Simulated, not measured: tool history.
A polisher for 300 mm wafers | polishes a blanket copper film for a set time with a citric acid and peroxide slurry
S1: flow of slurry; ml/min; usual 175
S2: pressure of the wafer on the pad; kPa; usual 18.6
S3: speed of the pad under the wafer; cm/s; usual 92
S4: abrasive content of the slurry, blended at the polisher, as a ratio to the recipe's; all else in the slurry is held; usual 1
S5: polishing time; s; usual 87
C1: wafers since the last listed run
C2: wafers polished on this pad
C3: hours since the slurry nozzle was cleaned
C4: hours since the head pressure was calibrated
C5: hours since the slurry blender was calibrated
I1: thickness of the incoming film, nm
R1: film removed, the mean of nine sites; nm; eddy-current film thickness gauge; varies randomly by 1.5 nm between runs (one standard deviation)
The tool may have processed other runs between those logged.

run	hour	S1	S2	S3	S4	S5	C1	C2	C3	C4	C5	I1	R1
1	0	175	18.6	92	1	87	0	2037	54.2	179.1	252.8	1075.1	118
2	15.1	175	18.6	110	1	87	176	2213	69.3	194.2	267.9	1091.4	136.7
# hour 33: worn pad replaced by a new one
3	38.7	175	18.6	92	1	87	228	66	92.9	217.8	291.5	1093.2	132
# hour 49.8: slurry blender recalibrated
4	72.2	175	18.6	92	1	87	367	434	126.4	251.3	22.4	1087.3	124.6
5	102.1	175	18.6	92	1	87	349	784	156.3	281.2	52.3	1089.8	126
6	117.6	175	18.6	102	1	87	181	965	171.8	296.7	67.8	1070.7	132.2
7	147.5	145	15.9	92	1	87	349	1314	201.7	326.6	97.7	1096.8	101.5
8	179.9	140	18.6	80	1	87	378	1692	234.1	359	130.1	1080.6	103
9	197	140	18.6	92	1.1	87	199	1892	251.2	376.1	147.2	1082	115.6
10	217	230	15.9	116	1	65	233	2126	271.2	396.1	167.2	1082.1	90.8
11	235.9	175	18.6	102	1	87	220	2347	290.1	415	186.1	1087.7	125.1
# hour 241.9: slurry nozzle cleaned
# hour 255.7: head pressure recalibrated
# hour 273.9: worn pad replaced by a new one, of another model than before
12	274.4	175	18.6	92	1	87	367	5	32.5	18.7	224.6	1077.5	127.7
13	283.9	175	18.6	92	1	87	110	116	42	28.2	234.1	1083.1	130.5
14	303.6	220	18.6	92	1	100	230	346	61.7	47.9	253.8	1089.9	148.5
15	318.6	200	18.6	92	1	110	175	521	76.7	62.9	268.8	1075.7	161.9
# hour 330.2: slurry blender recalibrated
16	349.8	175	18.6	92	1	87	341	862	107.9	94.1	19.6	1073.5	123
17	383.8	175	18.6	124	1	57	397	1260	141.9	128.1	53.6	1081.7	97.3
18	410.7	175	18.6	92	1	87	314	1574	168.8	155	80.5	1077	122.7
19	430.7	175	24.8	92	0.7	112	233	1808	188.8	175	100.5	1078.6	174.7
20	454	175	14.5	92	0.85	87	272	2080	212.1	198.3	123.8	1077.3	98.2
# hour 479.2: worn pad replaced by a new one
21	482.9	175	18.6	92	1	87	290	43	241	227.2	152.7	1091	128.6
# hour 493.8: slurry nozzle cleaned
22	511.2	175	18.6	92	1	87	318	362	17.4	255.5	181	1074.7	129.2
23	524.1	115	18.6	92	1	87	150	513	30.3	268.4	193.9	1066	123.2
24	544.6	175	18.6	92	0.85	87	239	752	50.8	288.9	214.4	1088.1	121.3
25	565	175	12.4	64	0.8	87	238	990	71.2	309.3	234.8	1086.7	74.3
26	660	175	18.6	92	1	87	1109	2100	166.2	404.3	329.8	1092.5	117.2
# hour 674.6: head pressure recalibrated
27	694.3	175	18.6	92	1	87	377	2478	200.5	19.7	364.1	1071.4	113.9
# hour 706.1: slurry blender recalibrated
# hour 718.7: worn pad replaced by a new one
28	725.2	175	18.6	64	1	87	290	75	231.4	50.6	19.1	1095.1	107
29	740.5	140	18.6	92	1	110	178	254	246.7	65.9	34.4	1088.3	159.1

Pick out some run-to-run changes in R1. Of each, how much would a tool without hidden state show as well, from the settings, what came in and chance, and how much is left for the hidden state and any gauge scatter not in both results compared?
Unlogged tool condition in this case: removal rate lost through wear of the pad, %; slurry flow missing at the pad, %; deviation of the head's pressure from its setpoint, %; abrasive missing from the slurry, %.
Run 11 -> 12: S3 102 -> 92, slurry nozzle cleaned, head pressure recalibrated, worn pad replaced by a new one, of another model than before. R1 +2.6 nm: hidden state +16.5, all else -13.9.
Run 19 -> 20: S2 24.8 -> 14.5, S4 0.7 -> 0.85, S5 112 -> 87. R1 -76.5 nm: hidden state +6.9, all else -83.4.
Run 27 -> 28: S3 92 -> 64, slurry blender recalibrated, worn pad replaced by a new one. R1 -6.9 nm: hidden state +15.2, all else -22.1.
Run 28 -> 29: S1 175 -> 140, S3 64 -> 92, S5 87 -> 110. R1 +52.1 nm: hidden state -2.6, all else +54.7.
